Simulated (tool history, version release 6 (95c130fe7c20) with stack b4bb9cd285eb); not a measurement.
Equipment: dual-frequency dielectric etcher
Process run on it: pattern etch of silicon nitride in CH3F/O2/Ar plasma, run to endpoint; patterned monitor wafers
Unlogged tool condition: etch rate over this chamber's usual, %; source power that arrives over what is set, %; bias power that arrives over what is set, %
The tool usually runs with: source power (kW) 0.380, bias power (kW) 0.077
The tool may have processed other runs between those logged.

run    hour  source power (kW)  bias power (kW)  wafers since the last listed run  hours since the last wet clean  hours since the last source power generator calibration  hours since the last bias power generator calibration  hours since the last upper electrode change  incoming incoming film thickness, nm  endpoint time (s)
  1     0.0              0.440            0.077                                 0                            55.1                                                   1310.1                                                 3976.7                                       2011.6                                 29.58               39.4
  2    71.8              0.440            0.077                               489                           126.9                                                   1381.9                                                 4048.5                                       2083.4                                 29.98               39.6
  3   140.6              0.440            0.077                               469                           195.7                                                   1450.7                                                 4117.3                                       2152.2                                 29.75               39.3
  4   197.8              0.380            0.077                               390                           252.9                                                   1507.9                                                 4174.5                                       2209.4                                 30.31               42.1
  5   254.4              0.380            0.077                               386                           309.5                                                   1564.5                                                 4231.1                                       2266.0                                 29.74               41.2
  6   302.1              0.380            0.077                               325                           357.2                                                   1612.2                                                 4278.8                                       2313.7                                 30.06               41.4
      388.7  -- wet clean of the chamber
  7   389.2              0.380            0.077                               430                             0.5                                                   1699.3                                                 4365.9                                       2400.8                                 30.00               41.9
  8   446.3              0.380            0.077                               389                            57.6                                                   1756.4                                                 4423.0                                       2457.9                                 29.85               41.6
      466.1  -- source power generator calibrated
  9   537.3              0.380            0.077                               593                           148.6                                                     71.2                                                 4514.0                                       2548.9                                 29.59               42.2
      551.2  -- bias power generator calibrated
 10   621.9              0.320            0.083                               549                           233.2                                                    155.8                                                   70.7                                       2633.5                                 30.19               44.6
 11   710.0              0.280            0.089                               600                           321.3                                                    243.9                                                  158.8                                       2721.6                                 30.38               45.8
 12   804.5              0.300            0.072                               644                           415.8                                                    338.4                                                  253.3                                       2816.1                                 29.70               46.0
      841.9  -- upper electrode replaced
      884.4  -- wet clean of the chamber
 13   900.9              0.380            0.071                               330                            16.5                                                    434.8                                                  349.7                                         59.0                                 30.00               43.6
 14   982.1              0.320            0.087                               553                            97.7                                                    516.0                                                  430.9                                        140.2                                 29.84               43.4
 15  1084.5              0.410            0.068                               698                           200.1                                                    618.4                                                  533.3                                        242.6                                 29.88               42.3
 16  1161.3              0.310            0.063                               523                           276.9                                                    695.2                                                  610.1                                        319.4                                 29.81               47.3

Here are 5 independent what-if runs from the current tool condition. What would each one return?
  A  1161.7              0.380            0.077                                 2                           277.3                                                    695.6                                                  610.5                                        319.8                                 29.88                  ?
  B  1161.7              0.450            0.077                                 2                           277.3                                                    695.6                                                  610.5                                        319.8                                 29.88                  ?
  C  1161.7              0.350            0.077                                 2                           277.3                                                    695.6                                                  610.5                                        319.8                                 29.88                  ?
  D  1161.7              0.380            0.083                                 2                           277.3                                                    695.6                                                  610.5                                        319.8                                 29.88                  ?
  E  1161.7              0.310            0.093                                 2                           277.3                                                    695.6                                                  610.5                                        319.8                                 29.88                  ?

run  endpoint time (s)
  A               42.0
  B               39.6
  C               43.2
  D               41.2
  E               42.7
Had the tool no hidden state, the same runs would have come out as:
run  endpoint time (s)
  A               42.6
  B               40.2
  C               43.9
  D               41.8
  E               43.4
